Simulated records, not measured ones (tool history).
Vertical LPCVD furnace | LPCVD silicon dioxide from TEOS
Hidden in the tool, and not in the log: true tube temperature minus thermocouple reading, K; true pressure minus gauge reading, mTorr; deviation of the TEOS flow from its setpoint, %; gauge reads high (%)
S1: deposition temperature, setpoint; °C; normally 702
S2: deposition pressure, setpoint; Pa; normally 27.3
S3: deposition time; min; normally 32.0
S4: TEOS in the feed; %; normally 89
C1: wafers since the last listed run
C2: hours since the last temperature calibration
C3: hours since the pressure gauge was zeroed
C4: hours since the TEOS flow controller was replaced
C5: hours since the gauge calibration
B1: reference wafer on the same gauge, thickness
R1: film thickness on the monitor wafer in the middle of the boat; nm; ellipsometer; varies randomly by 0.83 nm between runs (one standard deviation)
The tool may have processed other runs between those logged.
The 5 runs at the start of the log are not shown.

run 6 hour=361.9 | S1=702 S2=27.3 S3=32.0 S4=89 | C1=654 C2=2807.6 C3=2404.6 C4=2197.0 C5=791.4 | B1=245.85 | R1=239.91
run 7 hour=412.8 | S1=702 S2=27.3 S3=32.0 S4=89 | C1=651 C2=2858.5 C3=2455.5 C4=2247.9 C5=842.3 | B1=246.30 | R1=238.93
run 8 hour=480.5 | S1=702 S2=27.3 S3=32.0 S4=89 | C1=866 C2=2926.2 C3=2523.2 C4=2315.6 C5=910.0 | B1=245.85 | R1=240.68
run 9 hour=534.3 | S1=702 S2=27.3 S3=32.0 S4=89 | C1=688 C2=2980.0 C3=2577.0 C4=2369.4 C5=963.8 | B1=246.10 | R1=240.59
run 10 hour=611.2 | S1=702 S2=27.3 S3=32.0 S4=89 | C1=984 C2=3056.9 C3=2653.9 C4=2446.3 C5=1040.7 | B1=245.91 | R1=239.81
run 11 hour=708.9 | S1=702 S2=27.3 S3=32.0 S4=89 | C1=1251 C2=3154.6 C3=2751.6 C4=2544.0 C5=1138.4 | B1=246.16 | R1=241.70
run 12 hour=773.7 | S1=702 S2=27.3 S3=32.0 S4=89 | C1=829 C2=3219.4 C3=2816.4 C4=2608.8 C5=1203.2 | B1=245.95 | R1=241.16
run 13 hour=860.5 | S1=696 S2=32.0 S3=32.0 S4=97 | C1=1111 C2=3306.2 C3=2903.2 C4=2695.6 C5=1290.0 | B1=246.00 | R1=238.90
run 14 hour=944.9 | S1=702 S2=27.3 S3=41.5 S4=77 | C1=1080 C2=3390.6 C3=2987.6 C4=2780.0 C5=1374.4 | B1=245.95 | R1=293.08
run 15 hour=1038.7 | S1=702 S2=27.3 S3=36.5 S4=89 | C1=1201 C2=3484.4 C3=3081.4 C4=2873.8 C5=1468.2 | B1=246.45 | R1=279.88
run 16 hour=1115.8 | S1=702 S2=27.3 S3=19.5 S4=97 | C1=987 C2=3561.5 C3=3158.5 C4=2950.9 C5=1545.3 | B1=245.70 | R1=155.01
run 17 hour=1175.5 | S1=702 S2=27.3 S3=32.0 S4=89 | C1=764 C2=3621.2 C3=3218.2 C4=3010.6 C5=1605.0 | B1=245.89 | R1=244.31
run 18 hour=1236.1 | S1=702 S2=27.3 S3=32.0 S4=89 | C1=776 C2=3681.8 C3=3278.8 C4=3071.2 C5=1665.6 | B1=245.84 | R1=246.08
run 19 hour=1282.0 | S1=710 S2=22.0 S3=32.0 S4=89 | C1=587 C2=3727.7 C3=3324.7 C4=3117.1 C5=1711.5 | B1=245.91 | R1=266.07
run 20 hour=1321.9 | S1=696 S2=24.7 S3=32.0 S4=75 | C1=510 C2=3767.6 C3=3364.6 C4=3157.0 C5=1751.4 | B1=245.68 | R1=187.49

The next listed run, before its measurement:
-- hour=1374.0 pressure gauge zeroed
run 21 hour=1418.1 | S1=702 S2=27.3 S3=32.0 S4=89 | C1=924 C2=3863.8 C3=44.1 C4=3253.2 C5=1847.6 | B1=? | R1=?

Run 21 yielded B1 245.70, R1 239.69 nm.
With no hidden state in the tool, this same run would have given R1 224.37 nm.

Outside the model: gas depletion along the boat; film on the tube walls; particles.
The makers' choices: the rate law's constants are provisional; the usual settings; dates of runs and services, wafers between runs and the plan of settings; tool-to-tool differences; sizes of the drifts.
